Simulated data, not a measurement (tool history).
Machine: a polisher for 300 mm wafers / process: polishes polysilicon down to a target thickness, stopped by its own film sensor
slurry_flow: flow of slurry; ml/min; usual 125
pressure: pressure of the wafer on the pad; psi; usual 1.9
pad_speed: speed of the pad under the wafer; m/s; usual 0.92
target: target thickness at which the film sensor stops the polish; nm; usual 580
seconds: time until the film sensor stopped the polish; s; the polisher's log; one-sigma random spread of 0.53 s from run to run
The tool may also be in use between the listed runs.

run	day	slurry_flow	pressure	pad_speed	target	incoming thickness of the incoming film, nm	seconds
1	0	125	1.9	0.72	580	898.2	81.7
2	0.946	125	2.1	0.92	580	881.5	57.3
3	1.458	125	2.1	0.92	580	880.8	57.1
4	2.858	125	2.1	0.92	580	878.8	55.9
5	3.725	125	1.9	0.92	580	881.4	62.9
6	4.496	125	1.9	0.92	580	893.5	65.2
7	6.404	125	1.9	0.92	580	880.5	63.2
8	7.533	125	1.9	0.92	580	871.7	60.1
9	8.267	125	1.9	0.92	580	884.3	62.7
10	9.217	125	1.9	0.92	654	877.8	46.7
11	13.292	125	1.9	0.92	654	901.6	51.4
12	14.633	125	1.9	0.92	654	888.8	48.8
13	15.346	125	1.9	0.92	580	885.1	64.2
14	16.488	110	1.9	0.92	613	895	60.8
15	19.1	110	1.9	0.92	613	892.4	59.3
16	20.208	110	1.9	0.92	613	881.5	56.9
17	21.608	125	2.2	0.92	580	898	56.1
18	22.504	125	1.9	0.92	580	894.6	65.6
19	23.425	125	2.5	1.22	580	895.3	38.7
20	24.925	80	1.6	0.62	664	883.2	86.4
21	26.312	160	1.2	0.6	580	909.8	149.5
22	26.942	125	1.9	0.92	660	888.8	47.5
23	27.912	125	1.9	0.92	580	895.7	66.3
24	29.158	125	1.2	1.04	580	894.1	92.3
25	30.538	110	1.9	0.92	657	906.4	54.1
26	31.404	100	1.4	1.2	622	883	61.7
27	32.929	125	1.4	0.92	502	898.7	112.1
28	34.312	155	1.3	0.72	537	893.7	129.4
29	34.846	125	1.9	0.92	641	880.2	50.2
30	36.092	140	2.4	0.82	546	888.9	60.7
31	36.779	125	1.9	0.92	580	888.8	63.6
32	37.8	125	1.9	0.82	629	902.9	62.6
33	38.929	110	1.9	0.92	613	889.9	58.9
34	39.571	105	1.9	0.92	580	887	66.4

Not shown: 10 entries that the log had between the listed runs. Between which runs, and how does the tool's hidden state differ before and after?
From run 6 to run 7: worn pad replaced by a new one (day 5.317); slurry nozzle cleaned (day 6.258)
  no difference in the tool's unlogged condition between these two runs
From run 10 to run 11: worn pad replaced by a new one (day 13.271)
  no difference in the tool's unlogged condition between these two runs
From run 13 to run 14: slurry nozzle cleaned (day 16.375)
  no difference in the tool's unlogged condition between these two runs
From run 14 to run 15: head pressure recalibrated (day 17.575)
  no difference in the tool's unlogged condition between these two runs
From run 16 to run 17: worn pad replaced by a new one (day 21.462)
  no difference in the tool's unlogged condition between these two runs
From run 22 to run 23: slurry nozzle cleaned (day 26.992)
  no difference in the tool's unlogged condition between these two runs
From run 23 to run 24: worn pad replaced by a new one (day 28.317)
  no difference in the tool's unlogged condition between these two runs
From run 30 to run 31: slurry nozzle cleaned (day 36.483); worn pad replaced by a new one (day 36.758)
  no difference in the tool's unlogged condition between these two runs
